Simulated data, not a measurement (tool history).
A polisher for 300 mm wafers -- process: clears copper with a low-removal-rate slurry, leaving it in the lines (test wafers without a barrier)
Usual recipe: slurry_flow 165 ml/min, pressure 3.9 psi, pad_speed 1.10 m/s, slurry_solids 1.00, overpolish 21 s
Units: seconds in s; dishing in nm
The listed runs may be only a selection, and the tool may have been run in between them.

run	hour	slurry_flow	pressure	pad_speed	slurry_solids	overpolish	wafers since the last listed run	wafers polished on this pad	hours since the slurry nozzle was cleaned	hours since the head pressure was calibrated	hours since the slurry blender was calibrated	incoming thickness of the incoming film, nm	seconds	dishing
1	0.0	165	3.9	1.10	1.00	21	0	449	291.3	916.7	166.2	522.1	146.0	52.9
2	23.5	165	3.9	1.10	1.00	21	204	653	314.8	940.2	189.7	519.2	148.0	52.9
3	56.1	165	3.9	1.10	1.00	21	283	936	347.4	972.8	222.3	524.3	147.3	52.5
# hour 65.1: slurry blender recalibrated
4	88.0	165	3.9	1.10	1.00	21	259	1196	379.3	1004.7	22.9	529.4	157.8	49.8
5	121.8	165	3.9	1.10	1.00	21	293	1490	413.1	1038.5	56.7	528.8	162.9	48.2
6	139.5	165	3.9	1.10	0.90	24	153	1643	430.8	1056.2	74.4	514.8	163.1	52.8
# hour 162.9: worn pad replaced by a new one
# hour 191.8: head pressure recalibrated
# hour 203.6: slurry blender recalibrated, repeated, since the last time left the tool worse
7	240.2	190	3.9	1.10	1.00	21	805	636	531.5	48.4	36.6	516.8	134.5	55.0
# hour 254.8: slurry nozzle cleaned
8	274.2	190	3.9	1.10	1.00	21	286	923	19.4	82.4	70.6	528.4	138.4	53.9
9	292.0	190	3.9	1.10	1.00	21	154	1077	37.2	100.2	88.4	520.6	140.5	54.3
10	306.8	165	3.9	1.10	1.00	25	128	1206	52.0	115.0	103.2	534.8	143.1	59.4
# hour 340.8: worn pad replaced by a new one
11	341.1	105	3.9	0.94	1.00	8	263	2	86.3	149.3	137.5	521.1	186.0	19.0
12	366.7	165	3.9	1.10	1.10	21	222	225	111.9	174.9	163.1	519.8	141.1	53.0
13	394.1	165	3.9	0.74	1.00	21	237	463	139.3	202.3	190.5	526.8	216.1	39.4
14	417.9	200	3.9	1.10	1.00	21	206	669	163.1	226.1	214.3	520.7	143.2	53.6
# hour 453.5: slurry blender recalibrated
15	454.0	130	3.9	1.24	0.80	10	296	965	199.2	262.2	0.5	525.8	138.0	31.0
16	521.3	165	3.9	1.10	1.00	14	584	1550	266.5	329.5	67.8	524.4	141.1	39.9
# hour 550.7: worn pad replaced by a new one
17	551.2	165	3.9	0.84	1.00	31	224	3	296.4	359.4	97.7	525.4	182.9	59.2
18	574.6	165	3.9	1.10	1.00	21	203	207	319.8	382.8	121.1	533.9	145.1	53.8
19	607.3	200	3.1	1.10	1.00	9	283	491	352.5	415.5	153.8	523.6	157.7	24.5
20	620.6	165	5.2	1.10	1.00	21	115	606	365.8	428.8	167.1	531.7	116.8	60.9
21	652.8	165	3.9	1.10	1.25	12	279	886	398.0	461.0	199.3	526.2	143.1	35.3
# hour 659.7: slurry blender recalibrated
22	678.0	165	3.9	1.10	1.00	21	201	1087	423.2	486.2	18.3	521.4	138.7	53.4
23	696.8	165	3.9	1.10	1.00	21	163	1251	442.0	505.0	37.1	526.6	141.3	53.5
24	709.5	210	3.9	1.10	1.00	21	110	1361	454.7	517.7	49.8	532.0	139.6	55.8
# hour 728.4: worn pad replaced by a new one
25	728.9	165	3.9	1.10	1.20	15	133	4	474.1	537.1	69.2	533.5	133.7	44.2
26	738.3	165	3.4	1.40	1.30	9	81	85	483.5	546.5	78.6	522.9	110.0	32.8
# hour 749.0: slurry nozzle cleaned
27	760.2	165	3.9	1.10	1.00	21	181	267	11.2	568.4	100.5	528.5	142.0	53.2
28	787.6	165	3.9	1.10	1.00	21	237	505	38.6	595.8	127.9	520.0	139.3	54.2

Predict each of these 4 candidate next runs independently; none follows another, all start after run 28:
A	788.1	220	3.9	1.10	1.00	21	4	509	39.1	596.3	128.4	523.9	?	?
B	788.1	180	2.7	1.22	0.75	21	4	509	39.1	596.3	128.4	523.9	?	?
C	788.1	165	4.6	1.10	1.10	30	4	509	39.1	596.3	128.4	523.9	?	?
D	788.1	220	3.9	1.10	1.30	21	4	509	39.1	596.3	128.4	523.9	?	?

run	seconds	dishing
A	141.6	56.1
B	174.6	47.4
C	130.1	75.8
D	132.0	59.0
Take away the tool's hidden state, keep each run's random variation, and the runs would have read:
run	seconds	dishing
A	137.0	57.5
B	169.2	48.5
C	125.7	77.3
D	127.5	60.4

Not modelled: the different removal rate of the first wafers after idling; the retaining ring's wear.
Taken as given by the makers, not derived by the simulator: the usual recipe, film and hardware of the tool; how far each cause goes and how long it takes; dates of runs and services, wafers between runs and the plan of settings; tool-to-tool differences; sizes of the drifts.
